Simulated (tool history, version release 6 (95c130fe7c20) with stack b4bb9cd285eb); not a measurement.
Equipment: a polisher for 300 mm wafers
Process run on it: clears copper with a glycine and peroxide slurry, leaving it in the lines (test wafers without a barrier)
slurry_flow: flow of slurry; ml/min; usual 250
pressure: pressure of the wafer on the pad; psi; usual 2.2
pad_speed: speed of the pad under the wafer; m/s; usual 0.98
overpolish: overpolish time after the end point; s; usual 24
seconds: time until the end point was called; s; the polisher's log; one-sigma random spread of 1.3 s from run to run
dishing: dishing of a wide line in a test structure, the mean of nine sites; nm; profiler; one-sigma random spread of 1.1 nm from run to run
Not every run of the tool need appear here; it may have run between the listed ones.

run,hour,slurry_flow,pressure,pad_speed,overpolish,"incoming thickness of the incoming film, nm",seconds,dishing
1,0,250,1.9,0.98,35,558.9,120.7,74.7
2,52.4,250,2.2,0.98,24,568.5,115.2,64.1
3,81.3,250,2.2,0.98,24,552.9,111.1,62.8
4,131.9,250,2.6,0.98,24,564.4,105.1,65.7
# hour 174.3: worn pad replaced by a new one, of another model than before
# hour 194.5: head pressure recalibrated
5,195,250,2.6,0.98,24,564.4,112.3,62.6
6,219.5,250,2.6,0.98,24,569.9,112.9,63
7,254.4,250,2.2,0.98,24,565.1,117.6,60.2
# hour 301.9: slurry nozzle cleaned
8,302.4,250,2.2,0.98,24,572.8,118.8,59.7
9,347.8,250,2.2,0.98,24,562.4,116.6,63.1
10,381.7,250,2.2,0.98,28,562.9,116.4,65.4
11,430.8,250,2.2,0.98,35,563.3,115.5,75.8
12,502.4,250,2.2,0.98,35,559.7,115.2,78.8
13,550.4,205,2.2,0.84,24,561.7,135.4,56.3
14,588.5,250,2.2,0.98,24,566,117,63.2
15,627.3,250,2,1.2,24,568.9,98,65.7
16,674.4,250,2.8,1.18,24,558.8,86.7,74.6
# hour 683.5: head pressure recalibrated
# hour 711.4: worn pad replaced by a new one
17,721.6,300,1.7,0.98,24,555.4,124,57.8
18,788.7,250,3,0.98,24,567.9,104.2,66.8
# hour 863: slurry nozzle cleaned
19,1000.4,210,2.2,0.98,37,565.5,117.2,80.3
20,1070.2,275,1.6,1.22,11,569.5,102.7,37
21,1106.6,330,1.9,0.98,24,568.5,115.2,59
22,1131.4,250,1.6,0.64,31,573.4,187.7,54.7
# hour 1157.7: worn pad replaced by a new one
# hour 1161.7: head pressure recalibrated
23,1194.9,185,2.2,0.86,36,570.4,140.3,75.2
24,1260.6,185,2,0.98,29,569.7,124.2,67.9
# hour 1309.1: slurry nozzle cleaned
25,1332.2,250,1.7,0.8,24,571.5,156.9,49.8
26,1389,180,1.4,0.72,11,567.5,185,23.4
27,1443.7,250,2.2,0.98,17,575.8,116.6,47
28,1499.1,250,3,0.98,24,563.6,103.2,65.5
29,1551.3,250,1.4,0.98,24,576.3,135.4,55.2
# hour 1595.4: head pressure recalibrated
# hour 1611.5: worn pad replaced by a new one
30,1619.3,250,2.2,0.98,24,567.3,117.1,60.4
31,1645,250,2.2,0.98,24,561.7,118.5,61.1
32,1675.1,225,1.7,1.16,12,556.1,107.1,37.6
33,1735.3,250,2.2,0.98,19,569,115.8,52.7
34,1794,215,2.8,0.98,24,565.4,109.3,63.8
# hour 1805.7: slurry nozzle cleaned
35,1832.4,250,2.2,0.98,18,571,116.3,50.2

Branching from run 35: 3 alternative next runs. What would each branch give?
A,1832.9,310,2.2,0.98,24,562.6,?,?
B,1832.9,250,2.2,1.24,24,562.6,?,?
C,1832.9,250,1.5,1.2,24,562.6,?,?

run,seconds,dishing
A,114.4,62.1
B,92.2,70.3
C,106.7,63.4
Take away the tool's hidden state, keep each run's random variation, and the runs would have read:
run,seconds,dishing
A,117.9,60.6
B,95.3,68.6
C,110.1,61.9

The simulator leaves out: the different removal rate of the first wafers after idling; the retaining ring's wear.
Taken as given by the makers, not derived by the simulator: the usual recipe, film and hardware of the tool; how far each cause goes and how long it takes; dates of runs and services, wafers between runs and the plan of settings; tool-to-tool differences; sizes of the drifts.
